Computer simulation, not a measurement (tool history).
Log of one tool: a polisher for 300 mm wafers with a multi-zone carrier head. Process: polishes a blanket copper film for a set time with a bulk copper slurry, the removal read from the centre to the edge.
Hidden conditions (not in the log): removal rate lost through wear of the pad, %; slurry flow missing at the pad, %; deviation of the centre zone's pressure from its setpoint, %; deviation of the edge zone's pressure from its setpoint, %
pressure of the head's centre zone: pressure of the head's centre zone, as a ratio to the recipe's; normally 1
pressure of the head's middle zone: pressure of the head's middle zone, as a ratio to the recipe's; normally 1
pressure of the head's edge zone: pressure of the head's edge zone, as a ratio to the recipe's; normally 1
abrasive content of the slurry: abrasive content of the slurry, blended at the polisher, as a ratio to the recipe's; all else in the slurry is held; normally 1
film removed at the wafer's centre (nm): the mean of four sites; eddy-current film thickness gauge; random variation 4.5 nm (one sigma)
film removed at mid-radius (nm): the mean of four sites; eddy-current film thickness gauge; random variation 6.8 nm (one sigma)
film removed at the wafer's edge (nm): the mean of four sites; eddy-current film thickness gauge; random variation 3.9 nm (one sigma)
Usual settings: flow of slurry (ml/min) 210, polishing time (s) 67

| run | hour | flow of slurry (ml/min) | pressure of the head's centre zone | pressure of the head's middle zone | pressure of the head's edge zone | abrasive content of the slurry | polishing time (s) | wafers since the last listed run | wafers polished on this pad | hours since the slurry nozzle was cleaned | hours since the centre zone pressure was calibrated | hours since the edge zone pressure was calibrated | hours since the carrier head's membrane was replaced | incoming thickness of the incoming film, nm | film removed at the wafer's centre (nm) | film removed at mid-radius (nm) | film removed at the wafer's edge (nm) |
|---|---|---|---|---|---|---|---|---|---|---|---|---|---|---|---|---|---|
| 1 | 0 | 210 | 1 | 1 | 1 | 1 | 67 | 0 | 441 | 208.5 | 452.6 | 973.8 | 1232.1 | 1925.3 | 480.9 | 470.7 | 492.7 |
| 2 | 32.5 | 210 | 1 | 1 | 1 | 1 | 67 | 248 | 690 | 241 | 485.1 | 1006.3 | 1264.6 | 1979.4 | 477.2 | 471.7 | 493.9 |
| 3 | 64.5 | 210 | 1 | 1 | 1 | 1 | 67 | 245 | 935 | 273 | 517.1 | 1038.3 | 1296.6 | 1980.9 | 476.3 | 462.2 | 487 |
| 4 | 89.1 | 210 | 1 | 1 | 1 | 1 | 67 | 188 | 1123 | 297.6 | 541.7 | 1062.9 | 1321.2 | 1978.8 | 470.3 | 465.7 | 485.1 |
| 5 | 121.4 | 175 | 0.93 | 1 | 1 | 1 | 67 | 247 | 1370 | 329.9 | 574 | 1095.2 | 1353.5 | 1960.8 | 426.4 | 444.7 | 480.5 |
|  | 125.9 | worn pad replaced by a new one |
| 6 | 150.2 | 175 | 0.93 | 1 | 1 | 1 | 67 | 189 | 186 | 358.7 | 602.8 | 1124 | 1382.3 | 2008.9 | 423.2 | 449.2 | 479.6 |
| 7 | 162.4 | 175 | 0.93 | 1 | 1 | 1 | 67 | 93 | 279 | 370.9 | 615 | 1136.2 | 1394.5 | 1968.7 | 430.2 | 448 | 474.2 |
| 8 | 179.6 | 210 | 1 | 1 | 1 | 1 | 73 | 131 | 411 | 388.1 | 632.2 | 1153.4 | 1411.7 | 2006.3 | 500.3 | 492.8 | 528.5 |
| 9 | 209 | 210 | 1 | 1.04 | 1 | 1 | 67 | 225 | 636 | 417.5 | 661.6 | 1182.8 | 1441.1 | 1994.9 | 458 | 473.8 | 483.2 |
|  | 222.3 | centre zone pressure recalibrated |
|  | 229.5 | slurry nozzle cleaned |
|  | 235.5 | edge zone pressure recalibrated |
|  | 266.3 | carrier head's membrane replaced by a new one |
|  | 295.3 | worn pad replaced by a new one |
| 10 | 315.2 | 210 | 1 | 1.04 | 1 | 1 | 67 | 706 | 152 | 85.7 | 92.9 | 79.7 | 48.9 | 1980.5 | 479.8 | 506.1 | 488.5 |
| 11 | 347.3 | 165 | 1 | 1 | 1 | 1 | 88 | 245 | 398 | 117.8 | 125 | 111.8 | 81 | 1967.8 | 605 | 611.6 | 631.7 |
| 12 | 366 | 210 | 1 | 1 | 1 | 1 | 67 | 143 | 541 | 136.5 | 143.7 | 130.5 | 99.7 | 1987.9 | 485.4 | 479.1 | 490.3 |
| 13 | 388.2 | 210 | 1.11 | 0.96 | 0.91 | 1 | 83 | 170 | 711 | 158.7 | 165.9 | 152.7 | 121.9 | 1969.4 | 652.2 | 560.8 | 590.3 |
| 14 | 402.4 | 245 | 1 | 1 | 1.05 | 1.15 | 54 | 108 | 819 | 172.9 | 180.1 | 166.9 | 136.1 | 1950.9 | 406.1 | 388.7 | 416.8 |
| 15 | 427.6 | 155 | 1 | 1 | 1 | 1 | 67 | 192 | 1012 | 198.1 | 205.3 | 192.1 | 161.3 | 1939.5 | 453.7 | 456.2 | 481.7 |
| 16 | 439.6 | 210 | 1 | 1.05 | 1.11 | 1.2 | 67 | 91 | 1104 | 210.1 | 217.3 | 204.1 | 173.3 | 1991.4 | 490.2 | 502.6 | 519.4 |
| 17 | 459.7 | 210 | 1 | 1.06 | 0.96 | 1 | 79 | 153 | 1258 | 230.2 | 237.4 | 224.2 | 193.4 | 1954.3 | 566.3 | 593.8 | 572.6 |

Branching from run 17: 5 alternative next runs. What would each branch give?
| A | 460.1 | 210 | 1 | 1 | 1 | 1 | 67 | 3 | 1261 | 230.6 | 237.8 | 224.6 | 193.8 | 1982.4 | ? | ? | ? |
| B | 460.1 | 210 | 1 | 1 | 0.93 | 1 | 56 | 3 | 1261 | 230.6 | 237.8 | 224.6 | 193.8 | 1982.4 | ? | ? | ? |
| C | 460.1 | 210 | 1 | 1 | 0.95 | 1 | 67 | 3 | 1261 | 230.6 | 237.8 | 224.6 | 193.8 | 1982.4 | ? | ? | ? |
| D | 460.1 | 210 | 1 | 0.88 | 1 | 0.8 | 67 | 3 | 1261 | 230.6 | 237.8 | 224.6 | 193.8 | 1982.4 | ? | ? | ? |
| E | 460.1 | 180 | 1.1 | 1 | 0.93 | 0.85 | 67 | 3 | 1261 | 230.6 | 237.8 | 224.6 | 193.8 | 1982.4 | ? | ? | ? |

| run | film removed at the wafer's centre (nm) | film removed at mid-radius (nm) | film removed at the wafer's edge (nm) |
|---|---|---|---|
| A | 472.9 | 469.9 | 489.3 |
| B | 395.2 | 392.8 | 398.8 |
| C | 472.9 | 469.9 | 480.6 |
| D | 452.2 | 404.2 | 469.1 |
| E | 488.5 | 445.3 | 455 |
Take away the tool's hidden state, keep each run's random variation, and the runs would have read:
| run | film removed at the wafer's centre (nm) | film removed at mid-radius (nm) | film removed at the wafer's edge (nm) |
|---|---|---|---|
| A | 482.2 | 478.2 | 495.7 |
| B | 403.1 | 399.7 | 404 |
| C | 482.2 | 478.2 | 486.9 |
| D | 461.2 | 411.3 | 475.2 |
| E | 499.5 | 454.3 | 461.6 |
